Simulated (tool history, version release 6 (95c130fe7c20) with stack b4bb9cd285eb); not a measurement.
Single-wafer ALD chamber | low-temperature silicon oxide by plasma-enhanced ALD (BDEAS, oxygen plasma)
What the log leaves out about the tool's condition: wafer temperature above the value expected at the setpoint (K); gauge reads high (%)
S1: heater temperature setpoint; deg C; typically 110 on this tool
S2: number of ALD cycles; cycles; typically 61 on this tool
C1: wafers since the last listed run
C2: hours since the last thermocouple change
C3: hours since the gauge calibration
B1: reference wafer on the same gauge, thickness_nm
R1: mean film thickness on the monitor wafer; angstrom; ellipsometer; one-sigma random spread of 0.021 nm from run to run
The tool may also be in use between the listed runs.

| run | hour | S1 | S2 | C1 | C2 | C3 | B1 | R1 |
|---|---|---|---|---|---|---|---|---|
| 1 | 0 | 110 | 61 | 0 | 800 | 561.5 | 6.838 | 83.16 |
| 2 | 16.7 | 110 | 61 | 100 | 816.7 | 578.2 | 6.84 | 83.6 |
| 3 | 30 | 110 | 61 | 80 | 830 | 591.5 | 6.848 | 83.09 |
| 4 | 44.3 | 110 | 61 | 86 | 844.3 | 605.8 | 6.853 | 83.33 |
| 5 | 53.9 | 110 | 61 | 57 | 853.9 | 615.4 | 6.856 | 83.42 |
| 6 | 67.2 | 110 | 61 | 80 | 867.2 | 628.7 | 6.861 | 83.71 |
| 7 | 78.9 | 117 | 61 | 70 | 878.9 | 640.4 | 6.866 | 82.11 |
| 8 | 88.8 | 117 | 61 | 59 | 888.8 | 650.3 | 6.87 | 82.88 |
| 9 | 105.7 | 117 | 61 | 101 | 905.7 | 667.2 | 6.873 | 82.52 |
| 10 | 117.9 | 110 | 61 | 73 | 917.9 | 679.4 | 6.884 | 83.58 |
| 11 | 129.9 | 110 | 61 | 72 | 929.9 | 691.4 | 6.884 | 83.97 |
| 12 | 179.4 | 110 | 61 | 298 | 979.4 | 740.9 | 6.91 | 83.82 |
| 13 | 193.6 | 114 | 61 | 85 | 993.6 | 755.1 | 6.915 | 83.8 |
|  | 195.1 | gauge calibrated |
| 14 | 202.9 | 110 | 52 | 55 | 1002.9 | 7.8 | 6.721 | 69.66 |
| 15 | 210.8 | 110 | 61 | 47 | 1010.8 | 15.7 | 6.718 | 81.62 |
| 16 | 217.3 | 110 | 61 | 39 | 1017.3 | 22.2 | 6.716 | 81.72 |
| 17 | 226 | 110 | 61 | 52 | 1026 | 30.9 | 6.718 | 82 |
| 18 | 242.6 | 110 | 61 | 99 | 1042.6 | 47.5 | 6.716 | 82.12 |
| 19 | 251.8 | 110 | 61 | 55 | 1051.8 | 56.7 | 6.719 | 81.65 |
| 20 | 262.7 | 110 | 61 | 65 | 1062.7 | 67.6 | 6.718 | 81.7 |
| 21 | 274.6 | 110 | 61 | 71 | 1074.6 | 79.5 | 6.718 | 81.94 |
| 22 | 288.4 | 104 | 71 | 83 | 1088.4 | 93.3 | 6.721 | 96.58 |
| 23 | 301.6 | 120 | 61 | 79 | 1101.6 | 106.5 | 6.724 | 80.15 |
|  | 314.8 | thermocouple changed; heater temperature recalibrated |
| 24 | 316.8 | 121 | 71 | 43 | 2 | 121.7 | 6.722 | 93.1 |
| 25 | 334.7 | 110 | 61 | 107 | 19.9 | 139.6 | 6.725 | 82.02 |
| 26 | 349.8 | 123 | 54 | 90 | 35 | 154.7 | 6.726 | 71.21 |
| 27 | 361.9 | 122 | 61 | 72 | 47.1 | 166.8 | 6.726 | 80.34 |
| 28 | 368.4 | 110 | 61 | 39 | 53.6 | 173.3 | 6.728 | 81.9 |
| 29 | 380.3 | 110 | 61 | 71 | 65.5 | 185.2 | 6.728 | 82.13 |
| 30 | 395.8 | 117 | 61 | 93 | 81 | 200.7 | 6.73 | 81.15 |
| 31 | 401.8 | 110 | 61 | 36 | 87 | 206.7 | 6.732 | 81.94 |
| 32 | 415.9 | 114 | 52 | 84 | 101.1 | 220.8 | 6.736 | 69.67 |
| 33 | 424.8 | 110 | 61 | 53 | 110 | 229.7 | 6.734 | 81.75 |
| 34 | 432 | 123 | 61 | 43 | 117.2 | 236.9 | 6.733 | 80.03 |
| 35 | 448.7 | 100 | 55 | 100 | 133.9 | 253.6 | 6.737 | 75.23 |
| 36 | 463.9 | 110 | 61 | 91 | 149.1 | 268.8 | 6.739 | 82.19 |
| 37 | 479.1 | 110 | 56 | 91 | 164.3 | 284 | 6.741 | 75.19 |
| 38 | 494.1 | 97 | 61 | 90 | 179.3 | 299 | 6.743 | 83.84 |
| 39 | 506 | 123 | 64 | 71 | 191.2 | 310.9 | 6.747 | 84.19 |
| 40 | 556.9 | 110 | 61 | 306 | 242.1 | 361.8 | 6.756 | 82.07 |

Expected results for the next run?
| 41 | 568.3 | 103 | 53 | 68 | 253.5 | 373.2 | ? | ? |

{"run 41": {"B1": 6.761, "R1": 72.18}}
Without the tool's hidden state the same run would have given R1 71.97 angstrom.

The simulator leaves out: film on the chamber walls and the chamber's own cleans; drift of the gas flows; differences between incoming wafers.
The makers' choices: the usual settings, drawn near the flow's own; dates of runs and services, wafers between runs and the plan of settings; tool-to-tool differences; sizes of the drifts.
